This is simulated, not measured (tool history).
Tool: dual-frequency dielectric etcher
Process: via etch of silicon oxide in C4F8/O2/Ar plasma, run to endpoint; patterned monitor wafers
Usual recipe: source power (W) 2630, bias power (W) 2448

run	hour	source power (W)	bias power (W)	wafers since the last listed run	hours since the last wet clean	hours since the last source power generator calibration	hours since the last bias power generator calibration	hours since the last upper electrode change	incoming incoming film thickness, nm	endpoint time (s)
1	0	2630	2448	0	199.3	3300.7	3406.3	4105.4	1738.6	298.1
2	70.3	2630	2448	296	269.6	3371	3476.6	4175.7	1739.9	297.9
3	96.5	2970	2448	110	295.8	3397.2	3502.8	4201.9	1750.8	281.1
4	167	2630	2448	297	366.3	3467.7	3573.3	4272.4	1753.2	299.4
5	217.2	2630	2694	211	416.5	3517.9	3623.5	4322.6	1726	289.8
6	288.3	2630	2694	300	487.6	3589	3694.6	4393.7	1719.1	285.7
# hour 338: wet clean of the chamber
7	345.9	2630	2694	141	7.9	3646.6	3752.2	4451.3	1729.9	297.7
8	373	2630	2448	114	35	3673.7	3779.3	4478.4	1737.6	304.4
9	422.8	2630	2448	210	84.8	3723.5	3829.1	4528.2	1747.5	302.3
10	449.1	2630	2448	110	111.1	3749.8	3855.4	4554.5	1763.7	305.9
11	501	2630	2448	218	163	3801.7	3907.3	4606.4	1742.1	302.8
12	536.8	2630	2448	151	198.8	3837.5	3943.1	4642.2	1729.9	300.9
13	594.7	2630	2448	244	256.7	3895.4	4001	4700.1	1739.8	299.9
14	626.1	2630	2448	132	288.1	3926.8	4032.4	4731.5	1733.5	297.8
15	669.9	2630	2448	184	331.9	3970.6	4076.2	4775.3	1729	297.8
16	702.7	3110	3045	138	364.7	4003.4	4109	4808.1	1754.8	267.5
17	734.3	2630	2448	133	396.3	4035	4140.6	4839.7	1743.3	299.4
# hour 785.5: upper electrode replaced
18	786	3220	2053	116	448	4086.7	4192.3	0.5	1743.5	275.8
# hour 815.9: bias power generator calibrated
19	816.4	2630	2853	111	478.4	4117.1	0.5	30.9	1735	288
20	868.6	2940	2662	220	530.6	4169.3	52.7	83.1	1743.5	275.9
# hour 903.1: wet clean of the chamber
21	924.4	2630	2448	134	21.3	4225.1	108.5	138.9	1740.6	301

What does the tool deliver on the next run?
22	974.6	2370	2036	211	71.5	4275.3	158.7	189.1	1756.3	?

endpoint time (s): 324.9
Without the tool's hidden state the same run would have given endpoint time (s) 329.5.

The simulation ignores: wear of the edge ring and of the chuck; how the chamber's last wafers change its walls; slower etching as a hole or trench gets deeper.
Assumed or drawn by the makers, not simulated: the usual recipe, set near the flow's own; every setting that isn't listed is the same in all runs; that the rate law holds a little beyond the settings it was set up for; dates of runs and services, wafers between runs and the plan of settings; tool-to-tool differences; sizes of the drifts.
